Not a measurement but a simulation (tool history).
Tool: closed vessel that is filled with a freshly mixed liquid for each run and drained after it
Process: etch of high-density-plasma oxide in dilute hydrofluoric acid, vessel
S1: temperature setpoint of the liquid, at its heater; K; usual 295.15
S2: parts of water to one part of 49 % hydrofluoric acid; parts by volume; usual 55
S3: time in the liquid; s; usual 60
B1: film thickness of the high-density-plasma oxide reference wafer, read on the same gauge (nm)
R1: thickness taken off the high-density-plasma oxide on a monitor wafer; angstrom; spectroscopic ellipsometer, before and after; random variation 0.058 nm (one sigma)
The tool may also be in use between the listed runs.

run,day,S1,S2,S3,B1,R1
1,0.000,295.15,55,60,29.96,65.4
2,0.708,295.15,55,60,30.00,65.1
3,1.012,295.15,55,60,30.00,66.0
4,1.312,295.15,55,60,29.98,64.9
5,1.650,295.15,55,60,30.02,64.4
6,2.129,295.15,55,60,30.00,64.9
7,2.725,295.15,55,60,30.04,65.8
8,3.146,295.15,55,60,29.99,63.9
9,3.571,295.15,55,60,29.98,65.4
10,4.075,295.15,75,60,30.00,47.6
11,4.792,295.15,75,60,29.99,46.8
12,5.271,295.15,55,45,30.00,49.4
# day 5.408: gauge calibrated
13,5.846,297.65,55,60,30.01,72.4
14,6.583,297.65,55,60,30.02,71.9
15,7.029,298.65,55,60,29.98,76.6
16,7.779,295.15,75,60,30.00,47.2
17,8.221,297.65,55,60,29.99,73.0
18,8.767,299.65,55,60,30.01,80.0
19,9.450,291.15,70,45,30.02,32.8
20,9.817,300.15,75,35,29.98,33.8
21,10.317,295.15,55,60,30.02,66.0
# day 10.962: thermometer replaced
22,12.192,295.15,25,40,29.96,100.4
23,13.929,298.15,55,60,29.99,74.6
24,14.675,295.15,55,90,29.98,101.9
# day 15.083: hydrofluoric acid flow meter replaced
25,15.588,293.65,75,85,29.97,57.1
26,16.158,290.65,55,60,29.98,49.3
27,16.712,295.15,55,60,30.00,61.2
28,17.450,290.65,55,60,30.01,50.3
29,18.183,293.15,55,60,30.00,56.6
30,18.875,291.65,80,35,30.00,20.9
31,19.412,300.15,35,85,29.99,172.4
32,21.025,295.15,70,60,29.98,46.9

Below are 4 alternative next runs, each starting from the tool's condition after run 32. Predict each:
A,21.054,295.15,55,80,?,?
B,21.054,297.65,75,80,?,?
C,21.054,295.15,45,85,?,?
D,21.054,292.65,65,60,?,?

run,B1,R1
A,29.95,82.0
B,29.95,65.0
C,29.95,107.8
D,29.95,46.3
With the hidden condition removed and each run's random variation left untouched, the same runs would have given:
run,R1
A,79.7
B,63.2
C,104.9
D,45.0

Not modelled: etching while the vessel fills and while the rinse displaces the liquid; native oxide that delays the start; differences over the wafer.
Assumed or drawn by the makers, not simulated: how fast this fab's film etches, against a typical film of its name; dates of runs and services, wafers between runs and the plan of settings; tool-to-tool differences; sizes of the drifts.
